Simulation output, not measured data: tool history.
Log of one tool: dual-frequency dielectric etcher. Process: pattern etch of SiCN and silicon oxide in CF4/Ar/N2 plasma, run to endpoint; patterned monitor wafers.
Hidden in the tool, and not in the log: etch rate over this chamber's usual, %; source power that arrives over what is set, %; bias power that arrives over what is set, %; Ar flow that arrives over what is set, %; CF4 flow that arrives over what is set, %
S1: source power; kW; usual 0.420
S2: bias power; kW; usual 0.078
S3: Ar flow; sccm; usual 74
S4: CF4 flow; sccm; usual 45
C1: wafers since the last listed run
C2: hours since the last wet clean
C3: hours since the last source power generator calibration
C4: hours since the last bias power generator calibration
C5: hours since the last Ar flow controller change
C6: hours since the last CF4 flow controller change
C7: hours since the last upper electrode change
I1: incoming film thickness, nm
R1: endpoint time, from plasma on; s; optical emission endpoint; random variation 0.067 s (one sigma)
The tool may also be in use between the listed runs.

run	hour	S1	S2	S3	S4	C1	C2	C3	C4	C5	C6	C7	I1	R1
1	0.0	0.420	0.078	74	45	0	409.6	3156.4	60.7	123.3	113.5	94.0	15.68	22.1
2	8.6	0.420	0.078	74	45	99	418.2	3165.0	69.3	131.9	122.1	102.6	15.63	21.9
# hour 30.7: source power generator calibrated
# hour 39.7: wet clean of the chamber
3	40.2	0.420	0.078	74	45	215	0.5	9.5	100.9	163.5	153.7	134.2	15.63	22.4
4	40.5	0.420	0.078	66	53	3	0.8	9.8	101.2	163.8	154.0	134.5	15.64	21.6
5	44.0	0.420	0.062	74	45	40	4.3	13.3	104.7	167.3	157.5	138.0	15.53	24.8
6	51.8	0.510	0.062	74	45	89	12.1	21.1	112.5	175.1	165.3	145.8	15.51	21.3
7	66.1	0.420	0.078	74	45	164	26.4	35.4	126.8	189.4	179.6	160.1	15.49	22.2
8	75.3	0.480	0.090	74	45	106	35.6	44.6	136.0	198.6	188.8	169.3	15.53	18.8
9	85.8	0.490	0.094	74	35	121	46.1	55.1	146.5	209.1	199.3	179.8	15.58	18.4
10	95.2	0.340	0.063	60	41	108	55.5	64.5	155.9	218.5	208.7	189.2	15.48	28.1
11	103.0	0.420	0.060	61	45	89	63.3	72.3	163.7	226.3	216.5	197.0	15.77	24.7
12	109.5	0.420	0.078	68	45	74	69.8	78.8	170.2	232.8	223.0	203.5	15.65	22.1
13	124.4	0.470	0.094	80	52	171	84.7	93.7	185.1	247.7	237.9	218.4	15.65	18.7
14	139.9	0.500	0.070	74	51	178	100.2	109.2	200.6	263.2	253.4	233.9	15.67	20.2
15	150.2	0.420	0.085	82	45	118	110.5	119.5	210.9	273.5	263.7	244.2	15.62	21.7
16	165.1	0.390	0.097	74	45	171	125.4	134.4	225.8	288.4	278.6	259.1	15.61	21.3
17	177.8	0.500	0.078	74	37	146	138.1	147.1	238.5	301.1	291.3	271.8	15.52	19.7
18	192.5	0.420	0.082	74	45	169	152.8	161.8	253.2	315.8	306.0	286.5	15.51	21.5
19	210.4	0.420	0.071	69	45	206	170.7	179.7	271.1	333.7	323.9	304.4	15.59	22.8
20	223.4	0.470	0.059	85	45	149	183.7	192.7	284.1	346.7	336.9	317.4	15.63	23.8
21	232.9	0.320	0.078	74	45	109	193.2	202.2	293.6	356.2	346.4	326.9	15.50	27.1
22	248.3	0.420	0.078	74	54	177	208.6	217.6	309.0	371.6	361.8	342.3	15.60	21.8
23	254.5	0.420	0.078	82	45	71	214.8	223.8	315.2	377.8	368.0	348.5	15.70	22.5
24	261.5	0.500	0.085	56	36	80	221.8	230.8	322.2	384.8	375.0	355.5	15.62	18.1

5 ways to go on from here, each from the tool as it stands after run 24. What would each give?
A	261.9	0.360	0.078	74	45	4	222.2	231.2	322.6	385.2	375.4	355.9	15.72	?
B	261.9	0.420	0.094	74	55	4	222.2	231.2	322.6	385.2	375.4	355.9	15.72	?
C	261.9	0.510	0.088	69	52	4	222.2	231.2	322.6	385.2	375.4	355.9	15.72	?
D	261.9	0.520	0.097	74	45	4	222.2	231.2	322.6	385.2	375.4	355.9	15.72	?
E	261.9	0.420	0.097	69	45	4	222.2	231.2	322.6	385.2	375.4	355.9	15.72	?

run	R1
A	25.1
B	20.0
C	17.6
D	17.0
E	19.9
Without the tool's hidden state the same runs would have given:
run	R1
A	25.3
B	20.2
C	17.8
D	17.2
E	20.1

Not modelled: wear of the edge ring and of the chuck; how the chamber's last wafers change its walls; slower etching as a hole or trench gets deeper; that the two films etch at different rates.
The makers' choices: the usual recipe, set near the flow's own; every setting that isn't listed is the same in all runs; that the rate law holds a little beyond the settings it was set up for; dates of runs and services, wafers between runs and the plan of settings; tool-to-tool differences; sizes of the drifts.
